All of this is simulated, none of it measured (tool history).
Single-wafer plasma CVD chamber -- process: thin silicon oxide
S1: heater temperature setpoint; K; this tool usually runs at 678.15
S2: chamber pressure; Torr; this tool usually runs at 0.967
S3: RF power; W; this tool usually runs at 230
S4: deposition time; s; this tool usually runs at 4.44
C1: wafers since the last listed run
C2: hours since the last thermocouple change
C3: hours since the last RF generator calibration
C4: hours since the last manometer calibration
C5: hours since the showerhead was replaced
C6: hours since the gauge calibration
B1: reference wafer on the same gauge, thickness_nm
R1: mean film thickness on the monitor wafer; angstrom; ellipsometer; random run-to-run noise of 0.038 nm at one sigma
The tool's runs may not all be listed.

run,day,S1,S2,S3,S4,C1,C2,C3,C4,C5,C6,B1,R1
1,0.000,682.15,0.967,230,4.44,0,127.4,566.2,801.5,6356.1,2384.0,8.405,81.79
2,7.100,682.15,0.967,230,4.44,5648,297.8,736.6,971.9,6526.5,2554.4,8.422,81.73
3,11.433,678.15,0.967,230,4.44,3447,401.8,840.6,1075.9,6630.5,2658.4,8.401,81.82
# day 12.096: showerhead replaced
4,13.804,678.15,0.967,230,4.44,1621,458.7,897.5,1132.8,41.0,2715.3,8.398,81.18
5,16.992,678.15,0.967,205,4.44,2535,535.2,974.0,1209.3,117.5,2791.8,8.410,76.00
6,18.767,678.15,0.967,230,4.93,1412,577.8,1016.6,1251.9,160.1,2834.4,8.406,91.04
7,22.046,678.15,0.967,230,4.44,2608,656.5,1095.3,1330.6,238.8,2913.1,8.402,81.10
8,23.975,678.15,0.967,245,3.87,1534,702.8,1141.6,1376.9,285.1,2959.4,8.410,73.04
9,25.875,678.15,0.776,230,4.44,1511,748.4,1187.2,1422.5,330.7,3005.0,8.405,68.52
10,28.392,678.15,0.967,230,4.44,2002,808.8,1247.6,1482.9,391.1,3065.4,8.418,81.37
11,32.442,684.15,0.967,230,4.44,3222,906.0,1344.8,1580.1,488.3,3162.6,8.411,80.26
# day 35.604: capacitance manometer re-zeroed and calibrated
12,36.738,678.15,0.967,230,4.44,3152,1009.1,1447.9,27.2,591.4,3265.7,8.416,80.83
# day 38.833: gauge calibrated
13,39.708,672.15,1.081,230,4.44,2363,1080.4,1519.2,98.5,662.7,21.0,8.410,85.90
14,41.475,678.15,0.967,230,4.44,1405,1122.8,1561.6,140.9,705.1,63.4,8.413,80.48
15,43.525,685.15,1.142,230,3.79,1630,1172.0,1610.8,190.1,754.3,112.6,8.423,75.98
16,45.900,671.15,1.063,230,3.96,1889,1229.0,1667.8,247.1,811.3,169.6,8.406,75.98
# day 48.750: RF generator calibrated
17,49.075,678.15,0.967,245,4.44,2260,1305.2,7.8,323.3,887.5,245.8,8.410,84.70
18,53.025,678.15,0.967,230,4.44,3142,1400.0,102.6,418.1,982.3,340.6,8.416,82.95
19,56.133,668.15,1.115,230,5.13,2472,1474.6,177.2,492.7,1056.9,415.2,8.401,104.18
20,58.858,683.15,0.967,230,4.44,2167,1540.0,242.6,558.1,1122.3,480.6,8.401,81.55
21,62.117,678.15,0.967,260,4.44,2592,1618.2,320.8,636.3,1200.5,558.8,8.415,87.77
22,64.500,678.15,0.967,230,4.44,1896,1675.4,378.0,693.5,1257.7,616.0,8.407,82.09
23,67.779,668.15,1.115,230,5.13,2608,1754.1,456.7,772.2,1336.4,694.7,8.411,104.34
24,70.379,683.15,1.156,260,5.23,2068,1816.5,519.1,834.6,1398.8,757.1,8.400,114.78
25,74.325,678.15,0.747,230,5.02,3139,1911.2,613.8,929.3,1493.5,851.8,8.422,75.89
26,84.800,678.15,0.967,245,5.12,8333,2162.6,865.2,1180.7,1744.9,1103.2,8.409,96.86
# day 85.738: thermocouple changed; heater temperature recalibrated
27,88.458,672.15,0.967,230,5.20,2645,65.3,953.0,1268.5,1832.7,1191.0,8.398,96.19
28,91.283,678.15,0.967,230,4.44,2247,133.1,1020.8,1336.3,1900.5,1258.8,8.409,81.28

Exercise: give the hidden state of the tool at every run:
wafer temperature above the value expected at the setpoint (K): 0 in every run
true pressure above the setpoint (%): 0 in every run
gauge reads high (%): 0 in every run
H1: delivered RF power above the setpoint (%)
run,H1
1,-1.19
2,-1.53
3,-1.78
4,-1.93
5,-2.15
6,-2.28
7,-2.54
8,-2.7
9,-2.86
10,-3.09
11,-3.47
12,-3.92
13,-4.24
14,-4.44
15,-4.68
16,-4.97
17,-0.347
18,-0.363
19,-0.395
20,-0.437
21,-0.505
22,-0.566
23,-0.667
24,-0.761
25,-0.926
26,-1.5
27,-1.74
28,-1.95
